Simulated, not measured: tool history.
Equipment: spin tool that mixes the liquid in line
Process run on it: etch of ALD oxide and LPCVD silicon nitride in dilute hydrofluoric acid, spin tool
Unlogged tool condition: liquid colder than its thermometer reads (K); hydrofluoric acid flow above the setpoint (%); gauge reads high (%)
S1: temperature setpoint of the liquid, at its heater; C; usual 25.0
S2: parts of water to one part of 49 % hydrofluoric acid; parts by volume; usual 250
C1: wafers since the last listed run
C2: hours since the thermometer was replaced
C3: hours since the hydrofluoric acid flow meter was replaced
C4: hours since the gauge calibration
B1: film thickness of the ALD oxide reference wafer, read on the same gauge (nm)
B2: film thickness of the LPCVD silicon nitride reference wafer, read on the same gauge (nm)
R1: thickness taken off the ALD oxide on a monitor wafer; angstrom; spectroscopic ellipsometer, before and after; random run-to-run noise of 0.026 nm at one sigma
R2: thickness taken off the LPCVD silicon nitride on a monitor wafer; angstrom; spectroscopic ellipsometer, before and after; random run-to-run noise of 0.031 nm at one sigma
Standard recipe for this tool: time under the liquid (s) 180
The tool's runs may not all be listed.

{"run": 1, "day": 0.0, "S1": 25.0, "S2": 250, "time under the liquid (s)": 180, "C1": 0, "C2": 696.8, "C3": 314.3, "C4": 137.8, "B1": 110.02, "B2": 70.016, "R1": 70.2, "R2": 3.54}
{"run": 2, "day": 0.417, "S1": 21.5, "S2": 300, "time under the liquid (s)": 180, "C1": 50, "C2": 706.8, "C3": 324.3, "C4": 147.8, "B1": 109.97, "B2": 70.015, "R1": 49.0, "R2": 2.3}
{"run": 3, "day": 1.1, "S1": 21.5, "S2": 300, "time under the liquid (s)": 180, "C1": 83, "C2": 723.2, "C3": 340.7, "C4": 164.2, "B1": 110.0, "B2": 70.011, "R1": 49.0, "R2": 2.42}
{"run": 4, "day": 1.533, "S1": 25.0, "S2": 155, "time under the liquid (s)": 180, "C1": 52, "C2": 733.6, "C3": 351.1, "C4": 174.6, "B1": 109.98, "B2": 70.036, "R1": 124.1, "R2": 5.74}
{"run": 5, "day": 1.817, "S1": 25.0, "S2": 155, "time under the liquid (s)": 180, "C1": 34, "C2": 740.4, "C3": 357.9, "C4": 181.4, "B1": 110.02, "B2": 70.019, "R1": 124.1, "R2": 5.6}
{"run": 6, "day": 2.196, "S1": 25.0, "S2": 155, "time under the liquid (s)": 180, "C1": 46, "C2": 749.5, "C3": 367.0, "C4": 190.5, "B1": 109.99, "B2": 69.996, "R1": 124.9, "R2": 4.7}
{"day": 2.417, "done": "gauge calibrated"}
{"run": 7, "day": 2.454, "S1": 25.0, "S2": 250, "time under the liquid (s)": 180, "C1": 31, "C2": 755.7, "C3": 373.2, "C4": 0.9, "B1": 110.03, "B2": 69.989, "R1": 70.4, "R2": 3.68}
{"run": 8, "day": 3.138, "S1": 25.0, "S2": 250, "time under the liquid (s)": 180, "C1": 83, "C2": 772.1, "C3": 389.6, "C4": 17.3, "B1": 110.03, "B2": 69.999, "R1": 69.9, "R2": 3.64}
{"run": 9, "day": 3.85, "S1": 25.0, "S2": 250, "time under the liquid (s)": 180, "C1": 87, "C2": 789.2, "C3": 406.7, "C4": 34.4, "B1": 109.98, "B2": 69.994, "R1": 69.9, "R2": 3.38}
{"run": 10, "day": 4.525, "S1": 22.5, "S2": 250, "time under the liquid (s)": 115, "C1": 82, "C2": 805.4, "C3": 422.9, "C4": 50.6, "B1": 110.02, "B2": 69.981, "R1": 41.1, "R2": 2.03}
{"run": 11, "day": 5.058, "S1": 22.5, "S2": 250, "time under the liquid (s)": 115, "C1": 65, "C2": 818.2, "C3": 435.7, "C4": 63.4, "B1": 109.98, "B2": 70.003, "R1": 41.1, "R2": 2.05}
{"run": 12, "day": 5.704, "S1": 22.5, "S2": 190, "time under the liquid (s)": 180, "C1": 78, "C2": 833.7, "C3": 451.2, "C4": 78.9, "B1": 109.98, "B2": 69.964, "R1": 89.4, "R2": 3.62}
{"run": 13, "day": 6.012, "S1": 25.0, "S2": 250, "time under the liquid (s)": 180, "C1": 37, "C2": 841.1, "C3": 458.6, "C4": 86.3, "B1": 109.99, "B2": 69.996, "R1": 70.5, "R2": 3.39}
{"day": 6.458, "done": "thermometer replaced"}
{"run": 14, "day": 6.633, "S1": 21.5, "S2": 350, "time under the liquid (s)": 285, "C1": 70, "C2": 4.2, "C3": 473.5, "C4": 101.2, "B1": 109.99, "B2": 70.017, "R1": 69.6, "R2": 3.65}
{"run": 15, "day": 7.117, "S1": 25.0, "S2": 250, "time under the liquid (s)": 100, "C1": 59, "C2": 15.8, "C3": 485.1, "C4": 112.8, "B1": 110.01, "B2": 69.98, "R1": 42.5, "R2": 2.2}
{"day": 7.529, "done": "hydrofluoric acid flow meter replaced"}
{"run": 16, "day": 7.758, "S1": 23.5, "S2": 335, "time under the liquid (s)": 210, "C1": 73, "C2": 31.2, "C3": 5.5, "C4": 128.2, "B1": 110.0, "B2": 70.013, "R1": 53.3, "R2": 2.9}
{"run": 17, "day": 8.133, "S1": 25.0, "S2": 250, "time under the liquid (s)": 180, "C1": 45, "C2": 40.2, "C3": 14.5, "C4": 137.2, "B1": 109.99, "B2": 70.002, "R1": 70.5, "R2": 3.56}
{"run": 18, "day": 8.608, "S1": 25.0, "S2": 340, "time under the liquid (s)": 180, "C1": 58, "C2": 51.6, "C3": 25.9, "C4": 148.6, "B1": 110.01, "B2": 70.015, "R1": 47.7, "R2": 2.7}
{"run": 19, "day": 8.942, "S1": 25.0, "S2": 220, "time under the liquid (s)": 125, "C1": 40, "C2": 59.6, "C3": 33.9, "C4": 156.6, "B1": 110.03, "B2": 69.999, "R1": 57.6, "R2": 2.98}
{"day": 10.446, "done": "gauge calibrated"}
{"run": 20, "day": 10.55, "S1": 28.0, "S2": 250, "time under the liquid (s)": 140, "C1": 196, "C2": 98.2, "C3": 72.5, "C4": 2.5, "B1": 110.01, "B2": 69.986, "R1": 61.4, "R2": 3.21}
{"run": 21, "day": 11.229, "S1": 23.5, "S2": 250, "time under the liquid (s)": 180, "C1": 83, "C2": 114.5, "C3": 88.8, "C4": 18.8, "B1": 110.02, "B2": 69.98, "R1": 67.5, "R2": 3.4}
{"run": 22, "day": 11.979, "S1": 25.0, "S2": 250, "time under the liquid (s)": 80, "C1": 91, "C2": 132.5, "C3": 106.8, "C4": 36.8, "B1": 110.01, "B2": 69.999, "R1": 31.5, "R2": 1.69}
{"run": 23, "day": 12.421, "S1": 23.5, "S2": 330, "time under the liquid (s)": 125, "C1": 53, "C2": 143.1, "C3": 117.4, "C4": 47.4, "B1": 109.99, "B2": 70.025, "R1": 32.7, "R2": 1.77}
{"run": 24, "day": 12.838, "S1": 25.0, "S2": 250, "time under the liquid (s)": 180, "C1": 50, "C2": 153.1, "C3": 127.4, "C4": 57.4, "B1": 110.05, "B2": 69.995, "R1": 71.0, "R2": 3.87}
{"run": 25, "day": 13.271, "S1": 22.0, "S2": 160, "time under the liquid (s)": 265, "C1": 52, "C2": 163.5, "C3": 137.8, "C4": 67.8, "B1": 110.01, "B2": 70.004, "R1": 161.1, "R2": 6.44}

Each row is a separate what-if for the run after 25, all from the same tool condition, not one after another. Results?
{"run": "A", "day": 13.292, "S1": 28.0, "S2": 250, "time under the liquid (s)": 180, "C1": 2, "C2": 164.0, "C3": 138.3, "C4": 68.3, "B1": "?", "B2": "?", "R1": "?", "R2": "?"}
{"run": "B", "day": 13.292, "S1": 25.0, "S2": 370, "time under the liquid (s)": 140, "C1": 2, "C2": 164.0, "C3": 138.3, "C4": 68.3, "B1": "?", "B2": "?", "R1": "?", "R2": "?"}
{"run": "C", "day": 13.292, "S1": 22.5, "S2": 250, "time under the liquid (s)": 180, "C1": 2, "C2": 164.0, "C3": 138.3, "C4": 68.3, "B1": "?", "B2": "?", "R1": "?", "R2": "?"}
{"run": "D", "day": 13.292, "S1": 23.5, "S2": 305, "time under the liquid (s)": 180, "C1": 2, "C2": 164.0, "C3": 138.3, "C4": 68.3, "B1": "?", "B2": "?", "R1": "?", "R2": "?"}
{"run": "E", "day": 13.292, "S1": 25.0, "S2": 300, "time under the liquid (s)": 260, "C1": 2, "C2": 164.0, "C3": 138.3, "C4": 68.3, "B1": "?", "B2": "?", "R1": "?", "R2": "?"}

run=A B1=109.99 B2=70.014 R1=79.0 R2=4.08
run=B B1=109.99 B2=70.014 R1=33.3 R2=1.79
run=C B1=109.99 B2=70.014 R1=65.0 R2=2.90
run=D B1=109.99 B2=70.014 R1=52.4 R2=2.54
run=E B1=109.99 B2=70.014 R1=81.5 R2=4.09
Stripped of hidden state, with their random variation kept, the same runs would have yielded:
run=A R1=78.4 R2=4.13
run=B R1=33.0 R2=1.81
run=C R1=64.6 R2=2.94
run=D R1=52.0 R2=2.58
run=E R1=80.8 R2=4.14
